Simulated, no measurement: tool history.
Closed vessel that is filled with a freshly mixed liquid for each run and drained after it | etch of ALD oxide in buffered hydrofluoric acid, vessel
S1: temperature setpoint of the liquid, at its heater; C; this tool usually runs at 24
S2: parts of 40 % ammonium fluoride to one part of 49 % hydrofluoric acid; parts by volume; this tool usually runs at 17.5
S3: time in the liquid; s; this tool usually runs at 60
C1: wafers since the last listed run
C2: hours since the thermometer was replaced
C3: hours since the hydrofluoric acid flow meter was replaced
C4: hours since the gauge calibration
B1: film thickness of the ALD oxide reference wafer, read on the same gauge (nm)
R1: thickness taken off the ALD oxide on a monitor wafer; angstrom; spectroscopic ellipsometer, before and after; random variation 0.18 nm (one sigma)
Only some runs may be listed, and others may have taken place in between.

run	hour	S1	S2	S3	C1	C2	C3	C4	B1	R1
1	0	24	13	60	0	395.9	609	869	29.65	569.4
2	51.5	24	13	60	5445	447.4	660.5	920.5	29.61	571.3
3	110.1	24	13	60	6195	506	719.1	979.1	29.57	563.1
4	151.5	27	17.5	60	4377	547.4	760.5	1020.5	29.54	496.1
5	219.9	27	17.5	60	7231	615.8	828.9	1088.9	29.49	494.2
6	296.3	25.5	21.5	60	8077	692.2	905.3	1165.3	29.43	383.4
7	388.3	25.5	21.5	60	9727	784.2	997.3	1257.3	29.33	381.8
8	459.1	24	17.5	60	7485	855	1068.1	1328.1	29.27	416.2
9	530.3	24	17.5	60	7528	926.2	1139.3	1399.3	29.21	420
10	583.2	24	17.5	60	5593	979.1	1192.2	1452.2	29.14	421.3
11	660.1	24	17.5	60	8130	1056	1269.1	1529.1	29.08	415.7
# hour 679.9: hydrofluoric acid flow meter replaced
12	703.3	24	17.5	60	4461	1099.2	23.4	1572.3	29.04	416.3
# hour 714.8: thermometer replaced
13	792.4	20	11	30	9314	77.6	112.5	1661.4	28.91	263.1
14	880.8	20.5	17.5	60	9346	166	200.9	1749.8	28.81	339.8
15	929.3	24	23.5	60	5127	214.5	249.4	1798.3	28.76	323
# hour 987: gauge calibrated
16	1003.1	24	17.5	60	7802	288.3	323.2	16.1	30.02	428.9
17	1054	21.5	23	30	5381	339.2	374.1	67	30.03	148.2
18	1145.5	25.5	20.5	40	9674	430.7	465.6	158.5	30.04	269.3
19	1201.4	24	17.5	60	5910	486.6	521.5	214.4	30.01	430.1
20	1299.5	26	23.5	90	10372	584.7	619.6	312.5	30	565.8
21	1351.2	24	22.5	60	5466	636.4	671.3	364.2	30	348.4
22	1403.1	24	15.5	60	5487	688.3	723.2	416.1	29.97	480.5
23	1507.4	28.5	15	85	11027	792.6	827.5	520.4	29.94	901.2
24	1545.9	24	17.5	80	4070	831.1	866	558.9	29.94	568.6

Run-by-run hidden state of the tool:
liquid hotter than its thermometer reads (K): 0 in every run
hydrofluoric acid flow below the setpoint (%): 0 in every run
H1: gauge reads high (%)
run	H1
1	-1.19
2	-1.3
3	-1.43
4	-1.53
5	-1.71
6	-1.91
7	-2.18
8	-2.4
9	-2.63
10	-2.81
11	-3.08
12	-3.24
13	-3.59
14	-3.95
15	-4.15
16	0.0954
17	0.0903
18	0.0657
19	0.0408
20	-0.021
21	-0.0628
22	-0.111
23	-0.228
24	-0.277

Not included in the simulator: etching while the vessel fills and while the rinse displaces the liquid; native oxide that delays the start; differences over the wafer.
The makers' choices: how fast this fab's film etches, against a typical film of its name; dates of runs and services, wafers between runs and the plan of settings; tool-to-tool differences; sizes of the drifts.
